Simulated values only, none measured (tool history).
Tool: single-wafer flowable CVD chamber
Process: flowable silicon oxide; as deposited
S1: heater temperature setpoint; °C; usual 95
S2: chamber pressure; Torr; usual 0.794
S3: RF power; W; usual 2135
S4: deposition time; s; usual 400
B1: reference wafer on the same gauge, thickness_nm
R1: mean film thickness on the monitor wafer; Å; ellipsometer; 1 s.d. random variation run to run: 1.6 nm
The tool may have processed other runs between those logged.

run   hour   S1     S2    S3   S4       B1       R1
  1      0   95  0.794  2135  400   306.66  2875.22
       5.9  -- gauge calibrated
  2    8.7   95  0.794  2135  400  307.301  2864.66
  3     25   95  0.794  2135  400  307.332  2878.78
  4   35.5   95  0.794  2135  400  307.639  2857.45
  5   42.8   95  0.794  2135  400  307.355  2861.71
      54.5  -- showerhead replaced
      58.8  -- thermocouple changed; heater temperature recalibrated
  6   59.3   95  0.794  2135  400  306.588  2849.47
  7   59.7   95  0.936  2520  400  307.502  3493.44
  8   71.6  106  0.794  2500  400  306.578  2072.73
  9     84   89  0.642  2335  366  306.956  2592.72
 10   95.6   95  0.794  2135  400  306.804  2815.06
 11  104.2   95  0.794  2135  400  307.262  2835.16
 12    119  101  0.794  2135  400  306.808   2373.9
     136.2  -- RF generator calibrated
 13  136.7  105  0.794  1850  472   307.03  2290.87
 14  142.2  104  0.794  2135  439  306.965  2327.86
 15  159.3   95  0.794  2135  400  307.274  2816.65
 16  168.3   95  0.794  2135  438   306.77  3080.57
 17  184.7  103  0.609  2135  400  306.727  1677.69
 18    194   95  0.794  2135  400  307.408  2795.65
 19  201.9   95  0.794  2135  400  306.477  2818.82
 20  217.9   89  0.642  2335  366  307.617  2542.11
 21  224.5  100  0.794  2135  473  307.201  2846.16
 22  231.9   95  0.794  2135  400  306.813  2822.41
 23  241.3   84   0.73  2270  448  306.801  4038.94
 24  253.5   95  0.794  2135  400  307.229  2785.73
 25  266.8   95   0.74  2135  322  307.305  2082.28
 26  283.6  109  0.794  2135  458   306.96  2086.05
 27  300.6   95  0.794  2135  400   306.83  2770.92
     307.2  -- gauge calibrated
 28  311.7   82  0.794  2320  400  306.643  4171.44
 29  326.9   95  0.923  2135  355  306.731  2855.57

Below are 3 alternative next runs, each starting from the tool's condition after run 29. Predict each:
  A  327.4  95  0.794  2135  400   ?   ?
  B  327.4  95  0.794  1785  400   ?   ?
  C  327.4  82  0.794  2135  352   ?   ?

run       B1       R1
  A  307.018   2759.3
  B  307.018  2579.13
  C  307.018  3545.35
The same runs, with their run-to-run variation unchanged, on a tool lacking any hidden condition would have given:
run       R1
  A   2867.4
  B  2680.17
  C  3684.25

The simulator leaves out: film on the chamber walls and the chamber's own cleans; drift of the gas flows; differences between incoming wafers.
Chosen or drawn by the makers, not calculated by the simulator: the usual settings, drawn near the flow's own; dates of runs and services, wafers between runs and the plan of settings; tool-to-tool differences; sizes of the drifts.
